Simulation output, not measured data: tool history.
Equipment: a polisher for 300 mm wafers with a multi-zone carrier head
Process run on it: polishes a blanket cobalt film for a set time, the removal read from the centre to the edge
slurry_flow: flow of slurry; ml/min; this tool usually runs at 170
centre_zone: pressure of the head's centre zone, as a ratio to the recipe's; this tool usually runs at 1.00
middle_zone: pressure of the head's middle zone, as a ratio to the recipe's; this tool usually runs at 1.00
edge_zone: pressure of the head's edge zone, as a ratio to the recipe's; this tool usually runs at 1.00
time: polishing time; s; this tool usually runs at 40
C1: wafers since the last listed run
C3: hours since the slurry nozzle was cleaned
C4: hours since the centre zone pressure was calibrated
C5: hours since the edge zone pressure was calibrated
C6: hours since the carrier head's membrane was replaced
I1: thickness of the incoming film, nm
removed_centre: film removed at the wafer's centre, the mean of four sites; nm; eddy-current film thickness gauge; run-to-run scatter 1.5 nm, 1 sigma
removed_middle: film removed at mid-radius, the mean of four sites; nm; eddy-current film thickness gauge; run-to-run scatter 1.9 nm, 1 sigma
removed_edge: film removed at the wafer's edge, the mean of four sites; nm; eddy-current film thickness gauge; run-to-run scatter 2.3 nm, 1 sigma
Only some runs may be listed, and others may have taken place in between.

{"run": 1, "hour": 0.0, "slurry_flow": 170, "centre_zone": 1.0, "middle_zone": 0.95, "edge_zone": 1.0, "time": 40, "C1": 0, "wafers polished on this pad": 1344, "C3": 58.1, "C4": 387.0, "C5": 141.7, "C6": 375.5, "I1": 1531.2, "removed_centre": 165.1, "removed_middle": 163.0, "removed_edge": 164.4}
{"run": 2, "hour": 34.6, "slurry_flow": 170, "centre_zone": 1.0, "middle_zone": 0.95, "edge_zone": 1.0, "time": 40, "C1": 418, "wafers polished on this pad": 1762, "C3": 92.7, "C4": 421.6, "C5": 176.3, "C6": 410.1, "I1": 1549.6, "removed_centre": 161.8, "removed_middle": 163.2, "removed_edge": 166.2}
{"run": 3, "hour": 105.5, "slurry_flow": 170, "centre_zone": 1.0, "middle_zone": 1.0, "edge_zone": 1.0, "time": 40, "C1": 856, "wafers polished on this pad": 2618, "C3": 163.6, "C4": 492.5, "C5": 247.2, "C6": 481.0, "I1": 1564.1, "removed_centre": 166.4, "removed_middle": 168.1, "removed_edge": 164.3}
{"hour": 123.8, "done": "worn pad replaced by a new one"}
{"run": 4, "hour": 176.5, "slurry_flow": 170, "centre_zone": 1.0, "middle_zone": 1.04, "edge_zone": 1.0, "time": 40, "C1": 809, "wafers polished on this pad": 636, "C3": 234.6, "C4": 563.5, "C5": 318.2, "C6": 552.0, "I1": 1527.1, "removed_centre": 161.9, "removed_middle": 173.8, "removed_edge": 166.4}
{"hour": 215.4, "done": "centre zone pressure recalibrated"}
{"run": 5, "hour": 237.5, "slurry_flow": 170, "centre_zone": 1.0, "middle_zone": 1.04, "edge_zone": 1.0, "time": 40, "C1": 712, "wafers polished on this pad": 1349, "C3": 295.6, "C4": 22.1, "C5": 379.2, "C6": 613.0, "I1": 1527.0, "removed_centre": 165.9, "removed_middle": 173.6, "removed_edge": 165.7}
{"run": 6, "hour": 269.4, "slurry_flow": 170, "centre_zone": 1.0, "middle_zone": 1.0, "edge_zone": 1.0, "time": 50, "C1": 385, "wafers polished on this pad": 1734, "C3": 327.5, "C4": 54.0, "C5": 411.1, "C6": 644.9, "I1": 1542.9, "removed_centre": 200.5, "removed_middle": 212.5, "removed_edge": 206.1}
{"hour": 319.9, "done": "carrier head's membrane replaced by a new one"}
{"run": 7, "hour": 333.0, "slurry_flow": 200, "centre_zone": 1.04, "middle_zone": 1.0, "edge_zone": 1.0, "time": 40, "C1": 708, "wafers polished on this pad": 2442, "C3": 391.1, "C4": 117.6, "C5": 474.7, "C6": 13.1, "I1": 1564.4, "removed_centre": 176.9, "removed_middle": 171.6, "removed_edge": 171.9}
{"hour": 339.2, "done": "worn pad replaced by a new one"}
{"hour": 378.0, "done": "slurry nozzle cleaned"}
{"run": 8, "hour": 396.8, "slurry_flow": 200, "centre_zone": 1.04, "middle_zone": 1.0, "edge_zone": 1.0, "time": 40, "C1": 710, "wafers polished on this pad": 684, "C3": 18.8, "C4": 181.4, "C5": 538.5, "C6": 76.9, "I1": 1553.2, "removed_centre": 175.8, "removed_middle": 169.6, "removed_edge": 169.6}
{"run": 9, "hour": 457.6, "slurry_flow": 200, "centre_zone": 1.04, "middle_zone": 1.0, "edge_zone": 1.0, "time": 40, "C1": 734, "wafers polished on this pad": 1418, "C3": 79.6, "C4": 242.2, "C5": 599.3, "C6": 137.7, "I1": 1528.8, "removed_centre": 176.0, "removed_middle": 173.6, "removed_edge": 168.1}
{"run": 10, "hour": 519.4, "slurry_flow": 170, "centre_zone": 1.0, "middle_zone": 1.0, "edge_zone": 1.0, "time": 40, "C1": 746, "wafers polished on this pad": 2165, "C3": 141.4, "C4": 304.0, "C5": 661.1, "C6": 199.5, "I1": 1539.9, "removed_centre": 160.8, "removed_middle": 166.7, "removed_edge": 168.5}
{"hour": 558.5, "done": "worn pad replaced by a new one"}
{"run": 11, "hour": 589.4, "slurry_flow": 135, "centre_zone": 0.89, "middle_zone": 0.9, "edge_zone": 1.0, "time": 28, "C1": 797, "wafers polished on this pad": 373, "C3": 211.4, "C4": 374.0, "C5": 731.1, "C6": 269.5, "I1": 1512.3, "removed_centre": 96.5, "removed_middle": 105.7, "removed_edge": 115.6}
{"hour": 630.3, "done": "edge zone pressure recalibrated"}
{"run": 12, "hour": 650.7, "slurry_flow": 170, "centre_zone": 1.0, "middle_zone": 1.0, "edge_zone": 1.0, "time": 40, "C1": 716, "wafers polished on this pad": 1089, "C3": 272.7, "C4": 435.3, "C5": 20.4, "C6": 330.8, "I1": 1542.5, "removed_centre": 161.1, "removed_middle": 168.6, "removed_edge": 166.3}
{"run": 13, "hour": 682.1, "slurry_flow": 170, "centre_zone": 1.0, "middle_zone": 1.0, "edge_zone": 1.0, "time": 40, "C1": 379, "wafers polished on this pad": 1469, "C3": 304.1, "C4": 466.7, "C5": 51.8, "C6": 362.2, "I1": 1549.6, "removed_centre": 164.6, "removed_middle": 167.7, "removed_edge": 163.4}
{"run": 14, "hour": 744.6, "slurry_flow": 200, "centre_zone": 1.04, "middle_zone": 1.0, "edge_zone": 1.0, "time": 40, "C1": 755, "wafers polished on this pad": 2224, "C3": 366.6, "C4": 529.2, "C5": 114.3, "C6": 424.7, "I1": 1554.7, "removed_centre": 177.2, "removed_middle": 170.2, "removed_edge": 171.4}
{"run": 15, "hour": 774.8, "slurry_flow": 170, "centre_zone": 1.0, "middle_zone": 1.0, "edge_zone": 1.05, "time": 40, "C1": 364, "wafers polished on this pad": 2589, "C3": 396.8, "C4": 559.4, "C5": 144.5, "C6": 454.9, "I1": 1535.3, "removed_centre": 165.7, "removed_middle": 170.5, "removed_edge": 171.8}
{"hour": 796.8, "done": "slurry nozzle cleaned"}
{"run": 16, "hour": 807.0, "slurry_flow": 170, "centre_zone": 1.0, "middle_zone": 1.04, "edge_zone": 1.0, "time": 40, "C1": 376, "wafers polished on this pad": 2966, "C3": 10.2, "C4": 591.6, "C5": 176.7, "C6": 487.1, "I1": 1533.1, "removed_centre": 162.4, "removed_middle": 172.9, "removed_edge": 167.2}
{"hour": 822.7, "done": "worn pad replaced by a new one"}
{"run": 17, "hour": 875.9, "slurry_flow": 170, "centre_zone": 1.0, "middle_zone": 0.93, "edge_zone": 0.97, "time": 46, "C1": 784, "wafers polished on this pad": 642, "C3": 79.1, "C4": 660.5, "C5": 245.6, "C6": 556.0, "I1": 1549.7, "removed_centre": 187.8, "removed_middle": 184.6, "removed_edge": 191.2}
{"hour": 894.6, "done": "centre zone pressure recalibrated"}
{"run": 18, "hour": 923.8, "slurry_flow": 170, "centre_zone": 1.0, "middle_zone": 1.0, "edge_zone": 1.0, "time": 33, "C1": 554, "wafers polished on this pad": 1197, "C3": 127.0, "C4": 29.2, "C5": 293.5, "C6": 603.9, "I1": 1536.5, "removed_centre": 135.3, "removed_middle": 140.6, "removed_edge": 136.7}
{"run": 19, "hour": 967.9, "slurry_flow": 170, "centre_zone": 1.07, "middle_zone": 1.07, "edge_zone": 1.0, "time": 40, "C1": 532, "wafers polished on this pad": 1729, "C3": 171.1, "C4": 73.3, "C5": 337.6, "C6": 648.0, "I1": 1537.3, "removed_centre": 176.3, "removed_middle": 178.6, "removed_edge": 170.0}
{"run": 20, "hour": 1027.8, "slurry_flow": 170, "centre_zone": 1.1, "middle_zone": 1.0, "edge_zone": 1.1, "time": 40, "C1": 723, "wafers polished on this pad": 2453, "C3": 231.0, "C4": 133.2, "C5": 397.5, "C6": 707.9, "I1": 1507.0, "removed_centre": 178.9, "removed_middle": 172.6, "removed_edge": 176.5}
{"hour": 1042.6, "done": "worn pad replaced by a new one"}
{"run": 21, "hour": 1057.1, "slurry_flow": 130, "centre_zone": 1.11, "middle_zone": 1.07, "edge_zone": 1.0, "time": 51, "C1": 305, "wafers polished on this pad": 175, "C3": 260.3, "C4": 162.5, "C5": 426.8, "C6": 737.2, "I1": 1534.5, "removed_centre": 219.9, "removed_middle": 216.1, "removed_edge": 207.9}

Alternative continuations, all from the tool just after run 21; predict every row:
{"run": "A", "hour": 1057.5, "slurry_flow": 170, "centre_zone": 1.0, "middle_zone": 1.0, "edge_zone": 1.0, "time": 40, "C1": 4, "wafers polished on this pad": 180, "C3": 260.7, "C4": 162.9, "C5": 427.2, "C6": 737.6, "I1": 1541.4, "removed_centre": "?", "removed_middle": "?", "removed_edge": "?"}
{"run": "B", "hour": 1057.5, "slurry_flow": 125, "centre_zone": 0.93, "middle_zone": 1.0, "edge_zone": 0.9, "time": 40, "C1": 4, "wafers polished on this pad": 180, "C3": 260.7, "C4": 162.9, "C5": 427.2, "C6": 737.6, "I1": 1541.4, "removed_centre": "?", "removed_middle": "?", "removed_edge": "?"}
{"run": "C", "hour": 1057.5, "slurry_flow": 170, "centre_zone": 1.0, "middle_zone": 1.1, "edge_zone": 1.0, "time": 40, "C1": 4, "wafers polished on this pad": 180, "C3": 260.7, "C4": 162.9, "C5": 427.2, "C6": 737.6, "I1": 1541.4, "removed_centre": "?", "removed_middle": "?", "removed_edge": "?"}
{"run": "D", "hour": 1057.5, "slurry_flow": 200, "centre_zone": 1.0, "middle_zone": 1.0, "edge_zone": 1.0, "time": 40, "C1": 4, "wafers polished on this pad": 180, "C3": 260.7, "C4": 162.9, "C5": 427.2, "C6": 737.6, "I1": 1541.4, "removed_centre": "?", "removed_middle": "?", "removed_edge": "?"}
{"run": "E", "hour": 1057.5, "slurry_flow": 170, "centre_zone": 1.0, "middle_zone": 1.08, "edge_zone": 1.09, "time": 40, "C1": 4, "wafers polished on this pad": 180, "C3": 260.7, "C4": 162.9, "C5": 427.2, "C6": 737.6, "I1": 1541.4, "removed_centre": "?", "removed_middle": "?", "removed_edge": "?"}

run=A removed_centre=165.8 removed_middle=168.6 removed_edge=166.6
run=B removed_centre=144.8 removed_middle=159.6 removed_edge=152.4
run=C removed_centre=165.9 removed_middle=181.1 removed_edge=166.4
run=D removed_centre=170.3 removed_middle=172.7 removed_edge=169.6
run=E removed_centre=165.9 removed_middle=178.6 removed_edge=173.7
Without the tool's hidden state the same runs would have given:
run=A removed_centre=165.8 removed_middle=168.6 removed_edge=166.6
run=B removed_centre=144.8 removed_middle=159.6 removed_edge=152.4
run=C removed_centre=165.9 removed_middle=181.1 removed_edge=166.4
run=D removed_centre=170.3 removed_middle=172.7 removed_edge=169.6
run=E removed_centre=165.9 removed_middle=178.6 removed_edge=173.7
